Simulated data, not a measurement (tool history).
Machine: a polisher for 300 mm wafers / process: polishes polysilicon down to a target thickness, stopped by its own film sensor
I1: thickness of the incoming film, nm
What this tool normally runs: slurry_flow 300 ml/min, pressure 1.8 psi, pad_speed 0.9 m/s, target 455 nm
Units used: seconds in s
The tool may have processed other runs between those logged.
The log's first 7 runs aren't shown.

run 8 hour=445.6 | slurry_flow=300 pressure=1.8 pad_speed=1 target=455 | I1=834.1 | seconds=78.1
-- hour=455.1 slurry nozzle cleaned
run 9 hour=515.2 | slurry_flow=300 pressure=1.8 pad_speed=0.9 target=455 | I1=843.1 | seconds=81.6
-- hour=521 head pressure recalibrated
run 10 hour=567.6 | slurry_flow=300 pressure=1.8 pad_speed=0.9 target=455 | I1=855.3 | seconds=80
-- hour=604.9 worn pad replaced by a new one
run 11 hour=643.7 | slurry_flow=300 pressure=1.8 pad_speed=0.9 target=455 | I1=850.7 | seconds=83.4
run 12 hour=702 | slurry_flow=300 pressure=1.7 pad_speed=0.9 target=455 | I1=841.2 | seconds=86.2
run 13 hour=806.4 | slurry_flow=300 pressure=1.7 pad_speed=0.9 target=455 | I1=833.7 | seconds=88.1
run 14 hour=862.6 | slurry_flow=300 pressure=1.8 pad_speed=0.9 target=455 | I1=840.4 | seconds=87.3
run 15 hour=903.9 | slurry_flow=300 pressure=1.8 pad_speed=0.9 target=455 | I1=832.8 | seconds=86.5
run 16 hour=952.7 | slurry_flow=300 pressure=2.2 pad_speed=0.72 target=403 | I1=847.3 | seconds=105.5
-- hour=958.2 head pressure recalibrated
run 17 hour=1010.4 | slurry_flow=240 pressure=1.8 pad_speed=0.9 target=455 | I1=851.8 | seconds=90.5
-- hour=1020 worn pad replaced by a new one
run 18 hour=1105.8 | slurry_flow=240 pressure=2 pad_speed=0.7 target=560 | I1=835.2 | seconds=75.2
run 19 hour=1189.7 | slurry_flow=235 pressure=1.8 pad_speed=0.9 target=331 | I1=824.5 | seconds=121
run 20 hour=1246.3 | slurry_flow=260 pressure=2.2 pad_speed=0.9 target=455 | I1=845.4 | seconds=80.7
-- hour=1302.3 head pressure recalibrated
run 21 hour=1304 | slurry_flow=300 pressure=2.2 pad_speed=0.9 target=546 | I1=843.2 | seconds=54
-- hour=1308.6 slurry nozzle cleaned
-- hour=1367.6 worn pad replaced by a new one
run 22 hour=1377.7 | slurry_flow=300 pressure=1.5 pad_speed=0.9 target=570 | I1=834.7 | seconds=58.5
run 23 hour=1472 | slurry_flow=300 pressure=1.3 pad_speed=0.9 target=496 | I1=841.5 | seconds=88.5
run 24 hour=1551.9 | slurry_flow=300 pressure=1.8 pad_speed=0.9 target=455 | I1=823.6 | seconds=77.6
run 25 hour=1592.1 | slurry_flow=240 pressure=2.1 pad_speed=1.18 target=366 | I1=850.6 | seconds=77.5
run 26 hour=1649 | slurry_flow=240 pressure=2.1 pad_speed=1.18 target=366 | I1=845.4 | seconds=76.5
-- hour=1730.4 head pressure recalibrated
run 27 hour=1737 | slurry_flow=300 pressure=2.1 pad_speed=0.9 target=532 | I1=844.9 | seconds=57.1
-- hour=1791.3 worn pad replaced by a new one
run 28 hour=1811.4 | slurry_flow=300 pressure=1.8 pad_speed=0.9 target=455 | I1=852.7 | seconds=83.6
run 29 hour=1887.7 | slurry_flow=385 pressure=1.5 pad_speed=1.12 target=358 | I1=834.2 | seconds=92.7
run 30 hour=1967.4 | slurry_flow=215 pressure=1.4 pad_speed=1.1 target=416 | I1=850 | seconds=100.5

Here are 3 independent what-if runs from the current tool condition. What would each one return?
run A hour=1967.8 | slurry_flow=365 pressure=1.8 pad_speed=0.9 target=455 | I1=840.7 | seconds=?
run B hour=1967.8 | slurry_flow=300 pressure=1.8 pad_speed=0.9 target=355 | I1=840.7 | seconds=?
run C hour=1967.8 | slurry_flow=200 pressure=1.8 pad_speed=0.9 target=455 | I1=840.7 | seconds=?

run=A seconds=82.6
run=B seconds=107.4
run=C seconds=93.6
Without the tool's hidden state the same runs would have given:
run=A seconds=72.9
run=B seconds=93.4
run=C seconds=78.1

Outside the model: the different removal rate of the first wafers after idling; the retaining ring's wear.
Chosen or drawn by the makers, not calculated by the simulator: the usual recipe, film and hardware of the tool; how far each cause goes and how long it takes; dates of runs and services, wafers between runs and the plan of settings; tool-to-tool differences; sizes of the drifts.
